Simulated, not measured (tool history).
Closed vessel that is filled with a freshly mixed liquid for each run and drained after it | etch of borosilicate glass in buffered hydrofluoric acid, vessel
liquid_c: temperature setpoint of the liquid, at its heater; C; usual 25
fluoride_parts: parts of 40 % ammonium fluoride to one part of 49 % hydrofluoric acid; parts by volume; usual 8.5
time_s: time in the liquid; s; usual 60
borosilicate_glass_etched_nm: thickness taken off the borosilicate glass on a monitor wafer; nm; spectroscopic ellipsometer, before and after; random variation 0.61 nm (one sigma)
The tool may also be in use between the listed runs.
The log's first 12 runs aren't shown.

| run | hour | liquid_c | fluoride_parts | time_s | read-back film thickness of the borosilicate glass reference wafer, read on the same gauge (nm) | borosilicate_glass_etched_nm |
|---|---|---|---|---|---|---|
|  | 291.8 | gauge calibrated |
| 13 | 306.5 | 25 | 8.5 | 60 | 149.98 | 102.11 |
| 14 | 329 | 25 | 8.5 | 60 | 150.01 | 103.09 |
|  | 354.3 | hydrofluoric acid flow meter replaced |
| 15 | 357 | 25 | 7.5 | 60 | 149.95 | 107.01 |
| 16 | 378.2 | 25 | 8.5 | 60 | 149.99 | 93.36 |
| 17 | 404.4 | 23.5 | 5 | 60 | 149.99 | 143.4 |
|  | 410.2 | thermometer replaced |
| 18 | 431.8 | 25 | 8.5 | 60 | 150.03 | 93.9 |
| 19 | 449.8 | 27.5 | 8.5 | 60 | 149.98 | 106.57 |
| 20 | 467.3 | 20.5 | 9.5 | 60 | 150.03 | 67.06 |
| 21 | 493.9 | 21.5 | 5.5 | 60 | 150.03 | 119.14 |
| 22 | 528.7 | 29 | 11 | 35 | 150.01 | 54.33 |
| 23 | 562 | 24 | 7.5 | 60 | 150 | 101.35 |
| 24 | 596.1 | 26.5 | 7 | 50 | 150.03 | 104.4 |
| 25 | 617.5 | 28.5 | 8.5 | 60 | 150.02 | 113.39 |
| 26 | 637.4 | 21 | 10.5 | 35 | 150.01 | 36.98 |
| 27 | 658.7 | 28.5 | 8.5 | 30 | 149.98 | 57.14 |
| 28 | 711.9 | 27.5 | 8.5 | 60 | 150.02 | 108.54 |

Run 29 comes next. What will it give?
| 29 | 736.8 | 23 | 6.5 | 70 | ? | ? |

Run 29 gave read-back film thickness of the borosilicate glass reference wafer, read on the same gauge (nm) 150.02, borosilicate_glass_etched_nm 129.1 nm.
Without the tool's hidden state the same run would have given borosilicate_glass_etched_nm 126.07 nm.
